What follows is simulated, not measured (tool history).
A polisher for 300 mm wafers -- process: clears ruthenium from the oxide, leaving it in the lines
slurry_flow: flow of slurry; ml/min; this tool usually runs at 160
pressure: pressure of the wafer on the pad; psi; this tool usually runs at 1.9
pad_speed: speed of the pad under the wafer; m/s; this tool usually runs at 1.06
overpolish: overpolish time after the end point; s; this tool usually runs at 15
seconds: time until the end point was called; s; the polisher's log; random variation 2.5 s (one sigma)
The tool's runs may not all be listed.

run,hour,slurry_flow,pressure,pad_speed,overpolish,"incoming thickness of the incoming film, nm",seconds
1,0,180,1.5,1.06,15,150.7,174.4
2,80.8,160,1.9,1.06,15,147.9,156.8
3,137.1,160,1.9,1.06,15,150,159.9
4,240.5,160,1.9,1.34,15,149.4,127.6
# hour 285.8: worn pad replaced by a new one
5,289.2,160,1.9,1.34,15,147,122.1
6,337.6,160,1.9,1.34,15,153.2,126.8
7,375.5,160,1.9,1.06,15,151.6,156.7
# hour 423.4: slurry nozzle cleaned
8,456.3,160,1.9,1.06,15,149.1,160.9
9,498,180,1.9,1.06,15,150.1,156
10,581.4,180,1.9,1.06,15,146.8,155.4
11,636.1,180,1.9,1.06,15,149.8,156
# hour 718.1: worn pad replaced by a new one
12,728.1,160,1.9,1.36,15,152,123.6
# hour 797.3: head pressure recalibrated
13,835.9,160,1.9,1.36,15,149.8,123.1
# hour 841.9: slurry nozzle cleaned
14,917.8,160,1.9,1.06,15,151.7,161.6
15,1011.7,160,1.4,1.06,15,148.8,193
16,1111.3,160,1.6,0.92,15,151.6,203.7
# hour 1132.8: worn pad replaced by a new one
# hour 1241: slurry nozzle cleaned
17,1411.5,180,1.9,1.06,15,150.5,159.7
18,1504.1,160,1.9,1.06,15,147.6,158.1
# hour 1592.1: worn pad replaced by a new one
19,1592.6,180,1.9,1.06,15,150.7,152.1
# hour 1631: slurry nozzle cleaned
20,1634.8,110,1.6,0.7,7,149.1,279.9
21,1724.8,200,1.9,1.06,21,150.6,153

What does the tool deliver on the next run?
22,1795.7,160,1.9,1.06,15,149,?

{"run 22": {"seconds": 157.3}}
On a tool with no hidden condition, and with the same random variation, this run would have come out at seconds 150.6 s.
